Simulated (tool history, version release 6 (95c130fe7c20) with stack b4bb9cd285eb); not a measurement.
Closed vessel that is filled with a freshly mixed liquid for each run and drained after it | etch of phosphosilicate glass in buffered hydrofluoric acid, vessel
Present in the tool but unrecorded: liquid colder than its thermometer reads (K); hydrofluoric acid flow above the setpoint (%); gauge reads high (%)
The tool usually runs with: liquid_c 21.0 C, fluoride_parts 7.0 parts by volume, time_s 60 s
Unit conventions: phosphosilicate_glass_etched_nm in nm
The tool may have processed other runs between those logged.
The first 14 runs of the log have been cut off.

run   hour  liquid_c  fluoride_parts  time_s  wafers since the last listed run  hours since the thermometer was replaced  hours since the hydrofluoric acid flow meter was replaced  hours since the gauge calibration  read-back film thickness of the phosphosilicate glass reference wafer, read on the same gauge (nm)  phosphosilicate_glass_etched_nm
 15  189.9      18.0             8.0      60                              1257                                      84.8                                                      121.5                               86.2                                                                                              149.99                           263.24
 16  202.4      24.5             5.0      35                              1020                                      97.3                                                      134.0                               98.7                                                                                              150.04                           338.80
 17  210.8      18.0             8.0      60                               685                                     105.7                                                      142.4                              107.1                                                                                              150.03                           261.75
 18  250.3      21.0             7.0      60                              3224                                     145.2                                                      181.9                              146.6                                                                                              149.97                           357.29
 19  267.8      19.5             5.5      60                              1428                                     162.7                                                      199.4                              164.1                                                                                              150.00                           409.92
 20  281.1      19.0             7.0      45                              1085                                     176.0                                                      212.7                              177.4                                                                                              150.01                           240.93
 21  288.9      26.0             5.0      60                               636                                     183.8                                                      220.5                              185.2                                                                                              149.95                           624.32
 22  295.3      21.0             7.0      30                               522                                     190.2                                                      226.9                              191.6                                                                                              150.02                           179.32
 23  309.5      18.5             8.5      75                              1159                                     204.4                                                      241.1                              205.8                                                                                              150.03                           319.59
 24  327.1      21.0             7.0      60                              1436                                     222.0                                                      258.7                              223.4                                                                                              150.02                           357.56
 25  339.9      21.0             7.0      60                              1044                                     234.8                                                      271.5                              236.2                                                                                              149.98                           357.94
 26  357.2      17.5             5.0      60                              1412                                     252.1                                                      288.8                              253.5                                                                                              150.04                           394.86
 27  371.6      26.0             8.5      85                              1175                                     266.5                                                      303.2                              267.9                                                                                              149.98                           541.73
 28  383.8      23.5             8.0      70                               995                                     278.7                                                      315.4                              280.1                                                                                              149.99                           419.44
 29  389.8      21.0             5.0      45                               489                                     284.7                                                      321.4                              286.1                                                                                              150.00                           355.25
 30  406.5      21.0             7.0      60                              1363                                     301.4                                                      338.1                              302.8                                                                                              150.01                           359.32
 31  424.4      25.0             7.0      60                              1461                                     319.3                                                      356.0                              320.7                                                                                              149.99                           449.30
 32  441.0      18.0             8.0      60                              1354                                     335.9                                                      372.6                              337.3                                                                                              149.99                           263.48

Each row is a separate what-if for the run after 32, all from the same tool condition, not one after another. Results?
  A  441.7      21.0             7.0      60                                57                                     336.6                                                      373.3                              338.0                                                                                                   ?                                ?
  B  441.7      26.0             8.0      85                                57                                     336.6                                                      373.3                              338.0                                                                                                   ?                                ?
  C  441.7      24.0             9.5      60                                57                                     336.6                                                      373.3                              338.0                                                                                                   ?                                ?
  D  441.7      24.0             5.0      50                                57                                     336.6                                                      373.3                              338.0                                                                                                   ?                                ?

run  read-back film thickness of the phosphosilicate glass reference wafer, read on the same gauge (nm)  phosphosilicate_glass_etched_nm
  A                                                                                              149.99                           358.95
  B                                                                                              149.99                           578.52
  C                                                                                              149.99                           311.76
  D                                                                                              149.99                           470.42
Without the tool's unlogged condition, the same runs would have read:
run  phosphosilicate_glass_etched_nm
  A                           358.95
  B                           578.52
  C                           311.76
  D                           470.42

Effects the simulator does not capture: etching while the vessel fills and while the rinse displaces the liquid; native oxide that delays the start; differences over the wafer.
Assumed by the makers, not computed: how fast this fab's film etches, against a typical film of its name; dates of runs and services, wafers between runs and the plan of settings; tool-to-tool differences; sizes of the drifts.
